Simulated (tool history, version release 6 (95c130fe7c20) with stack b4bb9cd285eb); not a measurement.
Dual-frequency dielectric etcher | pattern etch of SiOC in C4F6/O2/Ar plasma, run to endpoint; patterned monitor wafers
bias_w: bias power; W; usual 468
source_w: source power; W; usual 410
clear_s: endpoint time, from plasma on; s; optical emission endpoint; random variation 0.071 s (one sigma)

run   hour  bias_w  source_w  incoming incoming film thickness, nm  clear_s
  1    0.0     468       410                                 32.25     11.6
  2   25.4     468       410                                 31.96     11.6
  3   56.4     468       410                                 31.80     11.5
  4   82.9     401       410                                 31.91     12.0
  5  115.8     401       410                                 31.86     12.0
  6  141.5     401       410                                 31.78     11.9
  7  170.3     468       410                                 32.48     11.7
  8  201.5     543       410                                 31.73     11.0
  9  235.7     543       410                                 31.99     11.0
     274.3  -- wet clean of the chamber
 10  291.1     468       410                                 32.14     11.5
 11  307.6     424       410                                 31.84     11.8
 12  326.8     424       410                                 31.92     11.9
     336.7  -- bias power generator calibrated
     361.2  -- upper electrode replaced
 13  361.7     540       510                                 31.75     10.0
 14  362.0     565       490                                 32.02     10.1
 15  371.0     468       350                                 31.89     12.3
 16  448.1     520       410                                 31.98     11.3
     479.2  -- source power generator calibrated
 17  483.8     468       480                                 32.13     10.7
 18  500.2     399       310                                 31.89     13.5
 19  530.7     468       450                                 31.55     11.0
 20  552.7     468       410                                 32.11     11.6
 21  565.8     401       410                                 31.92     12.0
 22  589.2     390       440                                 31.80     11.6
 23  610.9     429       410                                 32.08     11.8
 24  631.1     554       360                                 32.21     11.8
 25  657.1     535       450                                 32.31     10.8

5 ways to go on from here, each from the tool as it stands after run 25. What would each give?
  A  657.5     468       410                                 32.09        ?
  B  657.5     537       470                                 32.09        ?
  C  657.5     419       460                                 32.09        ?
  D  657.5     468       510                                 32.09        ?
  E  657.5     580       320                                 32.09        ?

run  clear_s
  A     11.6
  B     10.6
  C     11.3
  D     10.6
  E     12.2
Without the tool's hidden state the same runs would have given:
run  clear_s
  A     11.6
  B     10.6
  C     11.3
  D     10.6
  E     12.2
